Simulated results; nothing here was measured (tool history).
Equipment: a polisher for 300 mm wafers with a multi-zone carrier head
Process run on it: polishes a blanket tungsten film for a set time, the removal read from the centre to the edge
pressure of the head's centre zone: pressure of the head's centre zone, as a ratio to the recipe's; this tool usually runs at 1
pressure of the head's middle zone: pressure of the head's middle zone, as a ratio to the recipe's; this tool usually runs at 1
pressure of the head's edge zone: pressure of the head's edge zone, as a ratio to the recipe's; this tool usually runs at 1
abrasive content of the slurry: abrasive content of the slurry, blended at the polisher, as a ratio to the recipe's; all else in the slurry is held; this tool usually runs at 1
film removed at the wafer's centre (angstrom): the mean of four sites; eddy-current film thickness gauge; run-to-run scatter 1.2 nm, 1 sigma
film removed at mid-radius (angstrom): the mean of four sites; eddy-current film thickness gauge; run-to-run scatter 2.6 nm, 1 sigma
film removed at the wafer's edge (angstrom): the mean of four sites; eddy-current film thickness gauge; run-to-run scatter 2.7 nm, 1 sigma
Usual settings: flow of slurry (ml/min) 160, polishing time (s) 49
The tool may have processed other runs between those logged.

run    hour  flow of slurry (ml/min)  pressure of the head's centre zone  pressure of the head's middle zone  pressure of the head's edge zone  abrasive content of the slurry  polishing time (s)  wafers since the last listed run  wafers polished on this pad  hours since the slurry nozzle was cleaned  hours since the centre zone pressure was calibrated  hours since the edge zone pressure was calibrated  hours since the carrier head's membrane was replaced  incoming thickness of the incoming film, nm  film removed at the wafer's centre (angstrom)  film removed at mid-radius (angstrom)  film removed at the wafer's edge (angstrom)
  1       0                      160                                   1                                   1                                 1                               1                  49                                 0                          176                                      292.6                                                678.8                                             1119.8                                                 202.1                                       1303.1                                           1855                                   2015                                         2061
       16.7  -- slurry nozzle cleaned
  2    53.5                      160                                   1                                0.96                                 1                             1.2                  49                               590                          767                                       36.8                                                732.3                                             1173.3                                                 255.6                                       1266.5                                           1921                                   2008                                         2222
  3    80.3                      160                                   1                                   1                                 1                               1                  49                               301                         1069                                       63.6                                                759.1                                             1200.1                                                 282.4                                       1277.6                                           1816                                   2010                                         2113
        127  -- edge zone pressure recalibrated
  4   146.6                      160                                   1                                1.07                                 1                             0.9                  49                               723                         1792                                      129.9                                                825.4                                               19.6                                                 348.7                                       1282.9                                           1791                                   2088                                         2037
  5   198.8                      160                                   1                                1.07                                 1                             0.9                  49                               587                         2379                                      182.1                                                877.6                                               71.8                                                 400.9                                       1276.7                                           1814                                   2060                                         2062
        263  -- centre zone pressure recalibrated
  6   265.8                      160                                   1                                1.07                                 1                             0.9                  49                               731                         3110                                      249.1                                                  2.8                                              138.8                                                 467.9                                       1295.3                                           1989                                   2076                                         2071
  7   289.8                      110                                   1                                   1                                 1                            0.75                  49                               270                         3380                                      273.1                                                 26.8                                              162.8                                                 491.9                                       1298.9                                           1735                                   1714                                         1910
  8   343.2                      200                                1.08                                0.95                                 1                               1                  65                               600                         3981                                      326.5                                                 80.2                                              216.2                                                 545.3                                       1300.7                                           2929                                   2648                                         2883
      363.7  -- worn pad replaced by a new one
      379.5  -- slurry nozzle cleaned
  9   388.4                      160                                1.07                                0.91                                 1                            1.25                  43                               452                          266                                        8.9                                                125.4                                              261.4                                                 590.5                                       1272.9                                           1926                                   1712                                         1941
 10   439.5                      140                                   1                                   1                                 1                             0.9                  49                               574                          841                                         60                                                176.5                                              312.5                                                 641.6                                         1282                                           1851                                   1878                                         2047
      462.5  -- carrier head's membrane replaced by a new one
 11   502.5                      160                                   1                                   1                                 1                               1                  49                               652                         1493                                        123                                                239.5                                              375.5                                                    40                                       1263.4                                           1914                                   2009                                         2121
 12   538.9                      160                                   1                                0.96                                 1                             1.2                  49                               409                         1903                                      159.4                                                275.9                                              411.9                                                  76.4                                       1295.6                                           1979                                   2027                                         2237
 13   568.9                      160                                   1                                   1                                 1                             1.3                  49                               337                         2240                                      189.4                                                305.9                                              441.9                                                 106.4                                       1273.3                                           2036                                   2160                                         2171
 14   622.1                      205                                   1                                0.96                              1.04                               1                  57                               598                         2839                                      242.6                                                359.1                                              495.1                                                 159.6                                       1293.7                                           2306                                   2357                                         2583
 15   666.3                      105                                   1                                0.94                                 1                               1                  49                               497                         3336                                      286.8                                                403.3                                              539.3                                                 203.8                                       1292.2                                           1707                                   1720                                         1982
      711.4  -- slurry nozzle cleaned
      720.6  -- worn pad replaced by a new one
 16     825                      160                                1.08                                   1                                 1                            1.25                  49                              1729                         1174                                      113.6                                                  562                                                698                                                 362.5                                       1260.2                                           2117                                   2095                                         2258
 17   854.3                      160                                   1                                   1                                 1                               1                  49                               329                         1504                                      142.9                                                591.3                                              727.3                                                 391.8                                       1283.6                                           1879                                   2028                                         2125
 18   923.8                      160                                   1                                   1                                 1                               1                  49                               781                         2286                                      212.4                                                660.8                                              796.8                                                 461.3                                       1280.6                                           1870                                   2032                                         2146
 19   949.4                      160                                   1                                   1                                 1                               1                  49                               288                         2574                                        238                                                686.4                                              822.4                                                 486.9                                       1277.8                                           1885                                   1985                                         2112
       1012  -- slurry nozzle cleaned
 20  1014.1                      160                                   1                                1.06                                 1                               1                  57                               716                         3290                                        2.1                                                751.1                                              887.1                                                 551.6                                       1306.8                                           2169                                   2402                                         2425
 21    1063                      160                                   1                                1.07                                 1                             0.9                  49                               550                         3840                                         51                                                  800                                                936                                                 600.5                                       1285.1                                           1840                                   2143                                         2083
     1076.5  -- carrier head's membrane replaced by a new one
     1104.3  -- worn pad replaced by a new one
 22  1119.3                      160                                0.96                                0.97                              0.92                               1                  49                               532                          168                                      107.3                                                856.3                                              992.3                                                  42.8                                       1277.9                                           1800                                   1919                                         2031

3 ways to go on from here, each from the tool as it stands after run 22. What would each give?
  A  1119.7                      160                                   1                                   1                                 1                               1                  49                                 4                          173                                      107.7                                                856.7                                              992.7                                                  43.2                                       1264.9                                              ?                                      ?                                            ?
  B  1119.7                      175                                1.08                                   1                              0.91                               1                  49                                 4                          173                                      107.7                                                856.7                                              992.7                                                  43.2                                       1264.9                                              ?                                      ?                                            ?
  C  1119.7                      160                                0.89                                   1                                 1                               1                  43                                 4                          173                                      107.7                                                856.7                                              992.7                                                  43.2                                       1264.9                                              ?                                      ?                                            ?

run  film removed at the wafer's centre (angstrom)  film removed at mid-radius (angstrom)  film removed at the wafer's edge (angstrom)
  A                                           1883                                   1971                                         2135
  B                                           2072                                   2002                                         2070
  C                                           1468                                   1731                                         1874
Without the tool's unlogged condition, the same runs would have read:
run  film removed at the wafer's centre (angstrom)  film removed at mid-radius (angstrom)  film removed at the wafer's edge (angstrom)
  A                                           2022                                   1970                                         2135
  B                                           2225                                   2001                                         2070
  C                                           1578                                   1730                                         1874

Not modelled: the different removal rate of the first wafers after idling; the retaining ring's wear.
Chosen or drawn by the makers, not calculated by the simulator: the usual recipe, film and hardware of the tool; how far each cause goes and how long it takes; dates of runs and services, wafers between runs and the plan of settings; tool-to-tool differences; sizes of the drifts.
